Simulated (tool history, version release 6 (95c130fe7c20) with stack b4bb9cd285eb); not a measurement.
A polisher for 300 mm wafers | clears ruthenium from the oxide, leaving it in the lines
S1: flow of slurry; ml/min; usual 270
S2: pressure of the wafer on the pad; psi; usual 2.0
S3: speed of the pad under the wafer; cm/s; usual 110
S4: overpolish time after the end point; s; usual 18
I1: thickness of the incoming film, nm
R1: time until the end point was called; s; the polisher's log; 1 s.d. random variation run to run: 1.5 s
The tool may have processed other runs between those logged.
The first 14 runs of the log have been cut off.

run,day,S1,S2,S3,S4,I1,R1
15,20.379,270,2.0,110,18,190.2,204.7
16,22.654,340,2.0,110,18,189.1,199.1
# day 23.075: slurry nozzle cleaned, repeated, since the last time left the tool worse
17,23.725,270,2.0,110,18,188.7,186.3
18,24.912,345,2.0,90,18,186.6,206.5
# day 25.546: worn pad replaced by a new one
19,26.125,270,2.0,120,14,189.1,174.9
20,26.696,330,2.0,124,18,190.4,170.5
21,27.742,200,2.0,110,18,193.0,194.8
22,28.838,300,1.6,80,13,190.8,288.4
23,30.217,225,2.4,110,18,188.2,157.6
24,31.704,270,2.0,110,18,188.3,185.0
25,32.233,270,2.0,110,18,193.1,188.0
26,32.800,200,2.4,122,18,191.2,151.5
27,33.525,175,2.3,86,18,189.0,200.8
# day 34.075: head pressure recalibrated
28,34.521,270,2.7,110,18,188.1,137.1
# day 35.675: worn pad replaced by a new one
29,35.917,270,2.0,110,18,187.4,184.4
30,36.946,330,2.0,124,18,189.5,169.9
31,38.246,325,1.6,110,22,189.3,229.6
32,39.142,270,2.0,74,18,194.2,247.0
33,40.325,295,2.7,74,18,190.8,181.4
34,41.117,270,2.3,96,18,190.8,181.6
35,41.946,305,1.6,110,18,189.3,233.8
36,42.829,270,2.0,148,18,190.6,154.8
37,43.875,350,2.0,110,15,187.4,184.8
38,44.617,270,2.0,110,18,191.6,192.4

Below are 3 alternative next runs, each starting from the tool's condition after run 38. Predict each:
A,44.638,270,2.0,94,18,191.8,?
B,44.638,270,1.4,110,28,191.8,?
C,44.638,270,1.7,76,18,191.8,?

run,R1
A,214.3
B,274.9
C,289.0
With no hidden state in the tool, these same runs would have given:
run,R1
A,210.7
B,270.3
C,284.1
